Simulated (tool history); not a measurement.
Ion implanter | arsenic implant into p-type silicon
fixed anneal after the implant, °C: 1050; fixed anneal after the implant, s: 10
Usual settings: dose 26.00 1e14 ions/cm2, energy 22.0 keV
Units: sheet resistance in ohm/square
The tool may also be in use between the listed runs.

run,hour,dose,energy,wafers since the last listed run,hours since the last dose calibration,hours since the extraction supply was calibrated,hours since the gauge calibration,"read-back reference wafer on the same gauge, sheet resistance",sheet resistance
1,0.0,26.00,22.0,0,1103.4,1800.4,329.5,100.40,93.15
2,73.8,26.00,22.0,1415,1177.2,1874.2,403.3,100.54,93.09
3,116.9,28.20,22.0,826,1220.3,1917.3,446.4,100.49,91.68
# hour 120.0: gauge calibrated
4,198.7,28.20,22.0,1568,1302.1,1999.1,78.7,99.55,90.47
5,251.2,26.00,22.0,1006,1354.6,2051.6,131.2,99.81,92.35
6,294.4,26.00,17.5,828,1397.8,2094.8,174.4,99.98,99.12
7,387.2,26.00,17.5,1779,1490.6,2187.6,267.2,100.28,99.53
8,434.8,22.73,14.5,912,1538.2,2235.2,314.8,100.40,106.37
9,479.9,26.00,22.0,865,1583.3,2280.3,359.9,100.48,92.96
10,579.1,26.00,22.0,1902,1682.5,2379.5,459.1,100.58,93.05
# hour 612.5: extraction supply calibrated
11,627.3,26.00,22.0,771,1730.7,14.8,507.3,100.53,93.33
# hour 630.2: gauge calibrated
# hour 683.3: Faraday cup replaced and dose calibrated
12,732.7,30.91,29.0,1868,49.4,120.2,102.5,99.59,80.70
13,785.6,26.00,20.0,1014,102.3,173.1,155.4,99.88,95.26
14,846.3,21.29,25.0,1164,163.0,233.8,216.1,100.08,93.52
15,886.5,26.00,19.5,771,203.2,274.0,256.3,100.18,96.53

What the log doesn't show, run by run:
deviation of the true dose from the Faraday cup's reading, %: 0 in every run
deviation of the true energy from its setpoint, %: 0 in every run
H1: gauge reads high (%)
run,H1
1,1.75
2,1.83
3,1.86
4,0.842
5,1.17
6,1.36
7,1.62
8,1.71
9,1.77
10,1.84
11,1.87
12,0.926
13,1.2
14,1.42
15,1.52

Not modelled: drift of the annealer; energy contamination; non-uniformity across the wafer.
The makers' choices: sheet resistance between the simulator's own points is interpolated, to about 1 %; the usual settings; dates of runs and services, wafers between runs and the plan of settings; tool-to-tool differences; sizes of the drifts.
